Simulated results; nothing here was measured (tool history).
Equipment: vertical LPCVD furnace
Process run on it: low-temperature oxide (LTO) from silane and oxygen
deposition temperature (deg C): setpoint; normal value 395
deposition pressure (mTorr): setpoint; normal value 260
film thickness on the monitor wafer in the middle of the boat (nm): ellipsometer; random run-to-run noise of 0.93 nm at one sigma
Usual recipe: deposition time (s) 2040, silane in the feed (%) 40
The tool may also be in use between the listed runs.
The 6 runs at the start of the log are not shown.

run      day  deposition temperature (deg C)  deposition pressure (mTorr)  deposition time (s)  silane in the feed (%)  wafers since the last listed run  hours since the last temperature calibration  hours since the pressure gauge was zeroed  hours since the silane flow controller was replaced  hours since the gauge calibration  read-back reference wafer on the same gauge, thickness  film thickness on the monitor wafer in the middle of the boat (nm)
  7   19.562                             386                          195                 1650                      40                              1411                                         348.6                                       3326                                               2518.6                             2743.9                                                  367.78                                                              191.01
  8   21.342                             388                          235                 2280                      43                               680                                         391.3                                     3368.7                                               2561.3                             2786.6                                                  368.03                                                              355.43
  9   24.483                             395                          260                 2040                      40                              1200                                         466.7                                     3444.1                                               2636.7                               2862                                                  368.02                                                              349.81
 10   34.938                             395                          260                 2040                      40                              3996                                         717.6                                       3695                                               2887.6                             3112.9                                                  368.21                                                              350.34
 11   38.575                             388                          290                 1620                      38                              1390                                         804.9                                     3782.3                                               2974.9                             3200.2                                                  368.15                                                              268.18
 12   40.592                             385                          260                 2040                      32                               770                                         853.3                                     3830.7                                               3023.3                             3248.6                                                  367.99                                                              232.12
 13   44.312                             395                          260                 1770                      35                              1422                                         942.6                                       3920                                               3112.6                             3337.9                                                  368.01                                                              256.54
 14   47.871                             406                          260                 2040                      40                              1360                                          1028                                     4005.4                                                 3198                             3423.3                                                   368.2                                                              395.04
      49.088  -- pressure gauge zeroed
 15   51.079                             395                          260                 1740                      35                               844                                          1105                                       47.8                                                 3275                             3500.3                                                  368.03                                                              252.74
 16   60.546                             389                          260                 2040                      35                              3618                                        1332.2                                        275                                               3502.2                             3727.5                                                   367.8                                                              275.82
 17   64.075                             389                          260                 2040                      43                              1349                                        1416.9                                      359.7                                               3586.9                             3812.2                                                  367.91                                                              356.02
 18     67.6                             384                          260                 1350                      33                              1347                                        1501.5                                      444.3                                               3671.5                             3896.8                                                  368.02                                                              157.58
 19   70.917                             385                          260                 2040                      35                              1267                                        1581.1                                      523.9                                               3751.1                             3976.4                                                  367.99                                                              262.03
      73.592  -- silane flow controller replaced
 20   73.612                             395                          260                 2040                      40                               648                                        1645.8                                      588.6                                                  0.5                             4041.1                                                  367.99                                                               350.8
      74.088  -- gauge calibrated
 21   75.438                             395                          235                 2550                      40                               697                                        1689.6                                      632.4                                                 44.3                               32.4                                                  367.83                                                              394.27
 22     88.4                             395                          260                 2040                      40                              4954                                        2000.7                                      943.5                                                355.4                              343.5                                                  367.98                                                              351.21
 23   90.938                             395                          260                 2040                      40                               969                                        2061.6                                     1004.4                                                416.3                              404.4                                                  367.97                                                              351.99
 24   93.008                             401                          235                 1410                      40                               791                                        2111.3                                     1054.1                                                  466                              454.1                                                   367.9                                                              234.56
 25   96.875                             395                          210                 2040                      37                              1478                                        2204.1                                     1146.9                                                558.8                              546.9                                                  368.14                                                              257.46
 26  100.308                             405                          260                 1380                      34                              1312                                        2286.5                                     1229.3                                                641.2                              629.3                                                  368.06                                                              216.81
 27  103.008                             392                          220                 2040                      40                              1032                                        2351.3                                     1294.1                                                  706                              694.1                                                  367.99                                                              288.04
 28  105.692                             395                          260                 2040                      40                              1025                                        2415.7                                     1358.5                                                770.4                              758.5                                                  368.15                                                              351.08
 29  107.946                             391                          260                 1470                      47                               861                                        2469.8                                     1412.6                                                824.5                              812.6                                                  367.93                                                              289.39
 30  111.083                             395                          260                 1260                      36                              1199                                        2545.1                                     1487.9                                                899.8                              887.9                                                  367.91                                                              189.75
 31  114.975                             388                          235                 2280                      43                              1487                                        2638.5                                     1581.3                                                993.2                              981.3                                                  368.18                                                              359.26

4 ways to go on from here, each from the tool as it stands after run 31. What would each give?
  A  115.121                             395                          260                 2040                      44                                55                                          2642                                     1584.8                                                996.7                              984.8                                                       ?                                                                   ?
  B  115.121                             389                          260                 2550                      33                                55                                          2642                                     1584.8                                                996.7                              984.8                                                       ?                                                                   ?
  C  115.121                             387                          260                 1500                      35                                55                                          2642                                     1584.8                                                996.7                              984.8                                                       ?                                                                   ?
  D  115.121                             391                          260                 2040                      43                                55                                          2642                                     1584.8                                                996.7                              984.8                                                       ?                                                                   ?

run  read-back reference wafer on the same gauge, thickness  film thickness on the monitor wafer in the middle of the boat (nm)
  A                                                  367.95                                                              392.63
  B                                                  367.95                                                              318.42
  C                                                  367.95                                                               198.5
  D                                                  367.95                                                              366.34
Take away the tool's hidden state, keep each run's random variation, and the runs would have read:
run  film thickness on the monitor wafer in the middle of the boat (nm)
  A                                                              389.92
  B                                                              315.96
  C                                                              196.98
  D                                                              363.75
